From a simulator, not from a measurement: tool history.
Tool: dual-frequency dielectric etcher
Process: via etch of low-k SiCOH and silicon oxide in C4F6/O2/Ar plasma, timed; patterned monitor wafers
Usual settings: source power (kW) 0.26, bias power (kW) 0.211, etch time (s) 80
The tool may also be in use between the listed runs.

run     day  source power (kW)  bias power (kW)  etch time (s)  wafers since the last listed run  hours since the last wet clean  hours since the last source power generator calibration  hours since the last bias power generator calibration  hours since the last upper electrode change  hours since the gauge calibration  read-back reference wafer on the same gauge, depth_nm  mean etch depth across the wafer (nm)
  1       0               0.26            0.211             80                                 0                           463.3                                                   4166.7                                                 3760.8                                       5131.3                             1347.2                                                    184                                  176.8
  2   1.833               0.26            0.211             80                               585                           507.3                                                   4210.7                                                 3804.8                                       5175.3                             1391.2                                                    184                                  176.8
  3   4.317               0.26            0.211             80                               793                           566.9                                                   4270.3                                                 3864.4                                       5234.9                             1450.8                                                    184                                  176.8
  4   6.671               0.26            0.211             80                               752                           623.4                                                   4326.8                                                 3920.9                                       5291.4                             1507.3                                                    184                                  177.2
      8.292  -- wet clean of the chamber
  5   9.521               0.26             0.18             80                               591                            29.5                                                   4395.2                                                 3989.3                                       5359.8                             1575.7                                                    184                                  169.9
  6  10.925               0.26             0.18             80                               448                            63.2                                                   4428.9                                                   4023                                       5393.5                             1609.4                                                  183.9                                  169.4
     13.117  -- upper electrode replaced
  7  13.138               0.26            0.211             80                               387                           116.3                                                     4482                                                 4076.1                                          0.5                             1662.5                                                  184.1                                  178.8
  8  13.929               0.26            0.251             80                               252                           135.3                                                     4501                                                 4095.1                                         19.5                             1681.5                                                    184                                  189.8
  9  15.254               0.26            0.211             80                               423                           167.1                                                   4532.8                                                 4126.9                                         51.3                             1713.3                                                    184                                  178.3
 10  16.371               0.26            0.187             80                               356                           193.9                                                   4559.6                                                 4153.7                                         78.1                             1740.1                                                    184                                  171.3
 11  17.888               0.31            0.211             80                               484                           230.3                                                     4596                                                 4190.1                                        114.5                             1776.5                                                    184                                  186.6
 12  20.846               0.31            0.211           65.5                               945                           301.3                                                     4667                                                 4261.1                                        185.5                             1847.5                                                  183.9                                  152.8
 13  21.958                0.2             0.17           62.5                               355                             328                                                   4693.7                                                 4287.8                                        212.2                             1874.2                                                    184                                    122
 14  23.117               0.23            0.245             95                               370                           355.8                                                   4721.5                                                 4315.6                                          240                               1902                                                    184                                  216.9
 15  26.021               0.32            0.211           62.5                               927                           425.5                                                   4791.2                                                 4385.3                                        309.7                             1971.7                                                    184                                  146.1
 16  27.525               0.22            0.164             88                               480                           461.6                                                   4827.3                                                 4421.4                                        345.8                             2007.8                                                    184                                  173.8
     28.158  -- source power generator calibrated
     28.354  -- bias power generator calibrated
 17  29.638               0.32             0.24           60.5                               568                           512.3                                                     35.5                                                   30.8                                        396.5                             2058.5                                                    184                                  145.6
     31.367  -- gauge calibrated
 18  31.429               0.29            0.211             80                               572                           555.3                                                     78.5                                                   73.8                                        439.5                                1.5                                                    184                                  179.9
     33.312  -- wet clean of the chamber
 19    38.5               0.31            0.176             80                              1939                           124.5                                                    248.2                                                  243.5                                        609.2                              171.2                                                    184                                  173.8
 20  40.562               0.31             0.17           58.5                               658                             174                                                    297.7                                                    293                                        658.7                              220.7                                                    184                                  125.5
 21  42.483               0.26            0.211             80                               613                           220.1                                                    343.8                                                  339.1                                        704.8                              266.8                                                    184                                  176.2
 22  44.754               0.23            0.163           63.5                               725                           274.6                                                    398.3                                                  393.6                                        759.3                              321.3                                                    184                                  124.9
 23  47.754               0.26            0.168             80                               958                           346.6                                                    470.3                                                  465.6                                        831.3                              393.3                                                  184.1                                  162.8
 24  49.083               0.23            0.243             80                               424                           378.5                                                    502.2                                                  497.5                                        863.2                              425.2                                                    184                                  179.4
 25  51.625                0.2             0.17           62.5                               812                           439.5                                                    563.2                                                  558.5                                        924.2                              486.2                                                    184                                  120.9
 26  54.571               0.22            0.237             80                               941                           510.2                                                    633.9                                                  629.2                                        994.9                              556.9                                                    184                                  175.6

For run 27, what comes out?
 27  56.096                0.3            0.249           62.5                               487                           546.8                                                    670.5                                                  665.8                                       1031.5                              593.5                                                      ?                                      ?

For run 27 the tool returned read-back reference wafer on the same gauge, depth_nm 184, mean etch depth across the wafer (nm) 150.2.
The same run, on a tool lacking any hidden state, would have yielded mean etch depth across the wafer (nm) 151.4.
